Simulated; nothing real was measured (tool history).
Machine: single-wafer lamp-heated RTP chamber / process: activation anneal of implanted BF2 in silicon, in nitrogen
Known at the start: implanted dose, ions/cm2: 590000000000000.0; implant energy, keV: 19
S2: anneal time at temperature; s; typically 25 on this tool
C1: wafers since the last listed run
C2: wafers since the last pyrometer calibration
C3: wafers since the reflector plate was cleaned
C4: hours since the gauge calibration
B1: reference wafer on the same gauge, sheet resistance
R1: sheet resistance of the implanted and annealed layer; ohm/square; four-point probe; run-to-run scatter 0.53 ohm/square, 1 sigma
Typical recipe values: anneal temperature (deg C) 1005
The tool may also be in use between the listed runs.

Run 1, day 0: usual settings; C1 0; C2 6216; C3 7994; C4 1389.3; B1 244.16. Result: R1 240.05 ohm/square.
Run 2, day 2.908: usual settings; C1 945; C2 7161; C3 8939; C4 1459.1; B1 244.15. Result: R1 240.37 ohm/square.
Run 3, day 6.192: usual settings; C1 1067; C2 8229; C3 10006; C4 1537.9; B1 244.13. Result: R1 239.49 ohm/square.
At day 8.933: pyrometer window cleaned and pyrometer calibrated.
At day 10.042: reflector plate cleaned.
Run 4, day 10.062: usual settings; C1 1041; C2 258; C3 6; C4 1630.8; B1 244.14. Result: R1 246.45 ohm/square.
Run 5, day 12.821: usual settings but anneal temperature (deg C) 1014; C1 896; C2 1155; C3 903; C4 1697; B1 243.94. Result: R1 238.01 ohm/square.
Run 6, day 15.383: usual settings but anneal temperature (deg C) 1014; C1 832; C2 1987; C3 1735; C4 1758.5; B1 243.94. Result: R1 237.26 ohm/square.
Run 7, day 18.175: usual settings but anneal temperature (deg C) 1014; C1 907; C2 2895; C3 2643; C4 1825.5; B1 243.9. Result: R1 236.64 ohm/square.
Run 8, day 21.829: usual settings but anneal temperature (deg C) 1018; C1 1187; C2 4082; C3 3830; C4 1913.2; B1 243.94. Result: R1 234.64 ohm/square.
Run 9, day 23.929: usual settings but anneal temperature (deg C) 1018; C1 682; C2 4765; C3 4513; C4 1963.6; B1 243.82. Result: R1 234.2 ohm/square.
Run 10, day 25.979: usual settings but anneal temperature (deg C) 1018; C1 666; C2 5431; C3 5179; C4 2012.8; B1 243.73. Result: R1 234.29 ohm/square.
Run 11, day 27.846: usual settings but S2 21 s; C1 606; C2 6038; C3 5786; C4 2057.6; B1 244.05. Result: R1 243.84 ohm/square.
Run 12, day 31.65: usual settings but S2 21 s; C1 1236; C2 7274; C3 7022; C4 2148.9; B1 243.9. Result: R1 243.13 ohm/square.
At day 35.921: pyrometer window cleaned and pyrometer calibrated.
Run 13, day 35.942: usual settings; C1 1286; C2 6; C3 8308; C4 2251.9; B1 244.01. Result: R1 241.24 ohm/square.
Run 14, day 37.579: usual settings but S2 31 s; C1 532; C2 539; C3 8840; C4 2291.2; B1 243.91. Result: R1 238.1 ohm/square.
At day 40.55: gauge calibrated.
At day 40.883: reflector plate cleaned.
Run 15, day 40.904: usual settings but anneal temperature (deg C) 997, S2 33 s; C1 972; C2 1511; C3 7; C4 8.5; B1 244.01. Result: R1 245.85 ohm/square.

Run 16 is up next; what results do you expect?
Run 16, day 45.012: usual settings but S2 20 s; C1 1335; C2 2846; C3 1342; C4 107.1; B1 ?. Result: R1 ?.

B1: 243.9
R1: 246.51 ohm/square
With no hidden state in the tool, this same run would have given R1 248.96 ohm/square.
